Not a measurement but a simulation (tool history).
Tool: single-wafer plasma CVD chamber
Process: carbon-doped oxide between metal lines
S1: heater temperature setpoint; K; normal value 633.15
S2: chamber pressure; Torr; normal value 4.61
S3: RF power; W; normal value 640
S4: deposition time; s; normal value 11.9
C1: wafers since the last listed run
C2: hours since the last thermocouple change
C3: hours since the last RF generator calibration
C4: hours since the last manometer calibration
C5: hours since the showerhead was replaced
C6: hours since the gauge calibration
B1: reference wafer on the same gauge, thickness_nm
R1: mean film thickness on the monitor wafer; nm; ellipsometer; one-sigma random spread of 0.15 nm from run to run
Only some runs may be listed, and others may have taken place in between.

run 1 hour=0 | S1=633.15 S2=4.61 S3=640 S4=11.9 | C1=0 C2=1328.1 C3=1685.1 C4=863.7 C5=3581.3 C6=28.1 | B1=58.494 | R1=62.342
run 2 hour=8.2 | S1=633.15 S2=4.61 S3=640 S4=11.9 | C1=165 C2=1336.3 C3=1693.3 C4=871.9 C5=3589.5 C6=36.3 | B1=58.518 | R1=62.41
run 3 hour=23.3 | S1=633.15 S2=4.61 S3=640 S4=11.9 | C1=304 C2=1351.4 C3=1708.4 C4=887 C5=3604.6 C6=51.4 | B1=58.475 | R1=61.995
run 4 hour=35.5 | S1=633.15 S2=3.95 S3=640 S4=11.9 | C1=245 C2=1363.6 C3=1720.6 C4=899.2 C5=3616.8 C6=63.6 | B1=58.462 | R1=61.161
run 5 hour=51.1 | S1=633.15 S2=3.95 S3=640 S4=11.9 | C1=314 C2=1379.2 C3=1736.2 C4=914.8 C5=3632.4 C6=79.2 | B1=58.487 | R1=61.268
run 6 hour=57.6 | S1=633.15 S2=3.95 S3=640 S4=11.9 | C1=130 C2=1385.7 C3=1742.7 C4=921.3 C5=3638.9 C6=85.7 | B1=58.498 | R1=61.392
run 7 hour=69.6 | S1=633.15 S2=4.61 S3=715 S4=11.9 | C1=241 C2=1397.7 C3=1754.7 C4=933.3 C5=3650.9 C6=97.7 | B1=58.551 | R1=68.198
run 8 hour=87.1 | S1=633.15 S2=4.61 S3=715 S4=11.9 | C1=352 C2=1415.2 C3=1772.2 C4=950.8 C5=3668.4 C6=115.2 | B1=58.488 | R1=68.065
run 9 hour=95.8 | S1=633.15 S2=4.61 S3=715 S4=11.9 | C1=175 C2=1423.9 C3=1780.9 C4=959.5 C5=3677.1 C6=123.9 | B1=58.465 | R1=68.003
-- hour=106.5 thermocouple changed; heater temperature recalibrated
run 10 hour=107 | S1=619.15 S2=5.71 S3=530 S4=10.9 | C1=64 C2=0.5 C3=1792.1 C4=970.7 C5=3688.3 C6=135.1 | B1=58.509 | R1=50.87
-- hour=118.9 RF generator calibrated
-- hour=137.3 gauge calibrated
-- hour=151.8 showerhead replaced
run 11 hour=152.3 | S1=633.15 S2=3.89 S3=725 S4=10 | C1=590 C2=45.8 C3=33.4 C4=1016 C5=0.5 C6=15 | B1=58.534 | R1=60.623
run 12 hour=161.7 | S1=626.15 S2=4.12 S3=740 S4=10.8 | C1=189 C2=55.2 C3=42.8 C4=1025.4 C5=9.9 C6=24.4 | B1=58.518 | R1=68.166
run 13 hour=179 | S1=633.15 S2=3.64 S3=600 S4=11.9 | C1=348 C2=72.5 C3=60.1 C4=1042.7 C5=27.2 C6=41.7 | B1=58.512 | R1=61.41
run 14 hour=187.6 | S1=642.15 S2=4.16 S3=640 S4=11.9 | C1=173 C2=81.1 C3=68.7 C4=1051.3 C5=35.8 C6=50.3 | B1=58.484 | R1=64.569
-- hour=195.9 capacitance manometer re-zeroed and calibrated
run 15 hour=196.4 | S1=633.15 S2=4.61 S3=640 S4=11.9 | C1=16 C2=89.9 C3=77.5 C4=0.5 C5=44.6 C6=59.1 | B1=58.513 | R1=66.514
run 16 hour=207 | S1=633.15 S2=4.61 S3=640 S4=11.9 | C1=213 C2=100.5 C3=88.1 C4=11.1 C5=55.2 C6=69.7 | B1=58.511 | R1=66.508
run 17 hour=221 | S1=623.15 S2=4.05 S3=715 S4=9.8 | C1=282 C2=114.5 C3=102.1 C4=25.1 C5=69.2 C6=83.7 | B1=58.54 | R1=60.361
run 18 hour=233.3 | S1=633.15 S2=4.61 S3=640 S4=13.2 | C1=247 C2=126.8 C3=114.4 C4=37.4 C5=81.5 C6=96 | B1=58.521 | R1=73.281
run 19 hour=248.5 | S1=633.15 S2=4.61 S3=640 S4=11.9 | C1=306 C2=142 C3=129.6 C4=52.6 C5=96.7 C6=111.2 | B1=58.485 | R1=66.196

Hidden state, per run?
wafer temperature above the value expected at the setpoint (K): 0 at every run
true pressure above the setpoint (%): 0 at every run
gauge reads high (%): 0 at every run
H1: delivered RF power above the setpoint (%)
run=1 H1=-8.65
run=2 H1=-8.7
run=3 H1=-8.77
run=4 H1=-8.83
run=5 H1=-8.91
run=6 H1=-8.94
run=7 H1=-9
run=8 H1=-9.09
run=9 H1=-9.14
run=10 H1=-9.19
run=11 H1=-1.25
run=12 H1=-1.3
run=13 H1=-1.39
run=14 H1=-1.43
run=15 H1=-1.48
run=16 H1=-1.53
run=17 H1=-1.6
run=18 H1=-1.66
run=19 H1=-1.74

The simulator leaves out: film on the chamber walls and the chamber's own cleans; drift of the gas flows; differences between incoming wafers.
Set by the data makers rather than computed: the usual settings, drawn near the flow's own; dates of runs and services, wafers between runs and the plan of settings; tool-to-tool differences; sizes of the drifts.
